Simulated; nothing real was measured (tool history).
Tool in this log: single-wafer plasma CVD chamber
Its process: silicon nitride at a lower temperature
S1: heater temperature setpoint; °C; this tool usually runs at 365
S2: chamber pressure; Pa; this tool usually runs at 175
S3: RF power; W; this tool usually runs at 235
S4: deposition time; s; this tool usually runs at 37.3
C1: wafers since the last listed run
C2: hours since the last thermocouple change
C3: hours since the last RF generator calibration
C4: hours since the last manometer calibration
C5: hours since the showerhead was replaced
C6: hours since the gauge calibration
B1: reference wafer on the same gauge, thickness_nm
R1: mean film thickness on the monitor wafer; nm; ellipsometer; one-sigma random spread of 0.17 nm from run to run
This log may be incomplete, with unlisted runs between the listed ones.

run    hour   S1   S2   S3    S4    C1      C2      C3     C4      C5      C6      B1      R1
  1     0.0  365  175  220  37.3     0   640.9  2226.0  639.4  5328.8   866.0  31.914  30.462
  2    37.8  365  175  220  37.3   458   678.7  2263.8  677.2  5366.6   903.8  31.889  30.135
  3   106.4  365  175  235  33.8   832   747.3  2332.4  745.8  5435.2   972.4  31.860  29.271
  4   149.0  365  175  235  37.3   516   789.9  2375.0  788.4  5477.8  1015.0  31.880  32.291
  5   205.9  365  175  235  37.3   690   846.8  2431.9  845.3  5534.7  1071.9  31.919  32.489
  6   310.6  365  175  235  37.3  1270   951.5  2536.6  950.0  5639.4  1176.6  31.908  31.643
      319.0  -- gauge calibrated
      345.5  -- capacitance manometer re-zeroed and calibrated
  7   367.8  365  175  235  37.3   596  1008.7  2593.8   22.3  5696.6    48.8  31.910  32.019
  8   404.8  365  175  235  37.3   448  1045.7  2630.8   59.3  5733.6    85.8  31.907  31.851
  9   453.3  365  187  265  37.3   588  1094.2  2679.3  107.8  5782.1   134.3  31.908  35.812
 10   520.8  365  175  235  37.3   818  1161.7  2746.8  175.3  5849.6   201.8  31.894  31.768
      580.2  -- RF generator calibrated
 11   625.9  359  175  235  37.3  1177  1266.8    45.7  280.4  5954.7   306.9  31.895  34.615
 12   725.0  374  164  200  31.1  1202  1365.9   144.8  379.5  6053.8   406.0  31.931  24.588
 13   771.6  365  175  255  37.3   565  1412.5   191.4  426.1  6100.4   452.6  31.919  36.579
      801.1  -- showerhead replaced
      816.1  -- thermocouple changed; heater temperature recalibrated
 14   845.7  365  139  235  41.7   704    29.6   265.5  500.2    44.6   526.7  31.926  35.805
 15   953.1  365  175  235  33.8  1302   137.0   372.9  607.6   152.0   634.1  31.941  30.931
 16  1054.6  365  175  265  40.4  1231   238.5   474.4  709.1   253.5   735.6  31.929  40.577

Branching from run 16: 3 alternative next runs. What would each branch give?
  A  1055.0  365  175  235  37.3   4  238.9  474.8  709.5  253.9  736.0   ?   ?
  B  1055.0  375  211  235  33.7   4  238.9  474.8  709.5  253.9  736.0   ?   ?
  C  1055.0  365  132  235  40.1   4  238.9  474.8  709.5  253.9  736.0   ?   ?

run      B1      R1
  A  31.889  34.116
  B  31.889  32.343
  C  31.889  33.776
Had the tool no hidden state, the same runs would have come out as:
run      R1
  A  34.718
  B  32.914
  C  34.372
